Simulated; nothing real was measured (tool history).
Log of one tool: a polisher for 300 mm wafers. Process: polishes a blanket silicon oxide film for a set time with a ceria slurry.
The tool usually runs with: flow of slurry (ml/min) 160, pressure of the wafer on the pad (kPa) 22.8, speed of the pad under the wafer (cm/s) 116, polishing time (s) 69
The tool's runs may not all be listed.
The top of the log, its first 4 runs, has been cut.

run	hour	flow of slurry (ml/min)	pressure of the wafer on the pad (kPa)	speed of the pad under the wafer (cm/s)	polishing time (s)	wafers since the last listed run	wafers polished on this pad	hours since the slurry nozzle was cleaned	hours since the head pressure was calibrated	incoming thickness of the incoming film, nm	film removed (nm)
5	533.9	160	22.8	116	69	888	931	191.6	793.7	1064.9	367.3
6	592	160	22.8	116	69	554	1485	249.7	851.8	1054.3	368.2
7	699.2	160	22.8	116	69	1023	2509	356.9	959	1081.8	376
8	786.6	160	22.8	116	69	834	3344	444.3	1046.4	1063.1	372.6
9	856.5	180	22.8	116	69	667	4011	514.2	1116.3	1070.9	374.5
# hour 897.4: worn pad replaced by a new one
10	917.5	180	22.8	116	69	544	191	575.2	1177.3	1045.9	377.9
# hour 957: slurry nozzle cleaned
11	1019.1	160	22.8	116	69	960	1152	62.1	1278.9	1037.1	378.3
12	1106.1	160	22.8	116	69	830	1982	149.1	1365.9	1057.4	371
13	1153.9	135	22.8	102	69	456	2439	196.9	1413.7	1060.4	317.6
14	1238.3	135	22.8	102	69	805	3245	281.3	1498.1	1063	322
# hour 1303.7: worn pad replaced by a new one
15	1324.9	135	22.8	102	69	788	202	367.9	1584.7	1051.3	320.6
# hour 1331.5: head pressure recalibrated
16	1372.7	180	22.8	148	69	437	640	415.7	41.2	1055.8	470.1
17	1452	180	22.8	116	69	757	1397	495	120.5	1061.1	380.4
18	1504.3	160	22.8	116	69	499	1896	547.3	172.8	1064.8	376.2
19	1544.6	140	16.5	86	47	384	2281	587.6	213.1	1055.9	147.4
20	1596.2	160	22.8	116	69	492	2774	639.2	264.7	1053.5	379.6

What does the tool deliver on the next run?
# hour 1637.2: slurry nozzle cleaned
21	1659.8	130	22.8	86	60	597	3371	22.6	328.3	1057	?

film removed (nm): 241.9
On a tool with no hidden condition, and with the same random variation, this run would have come out at film removed (nm) 241.9.
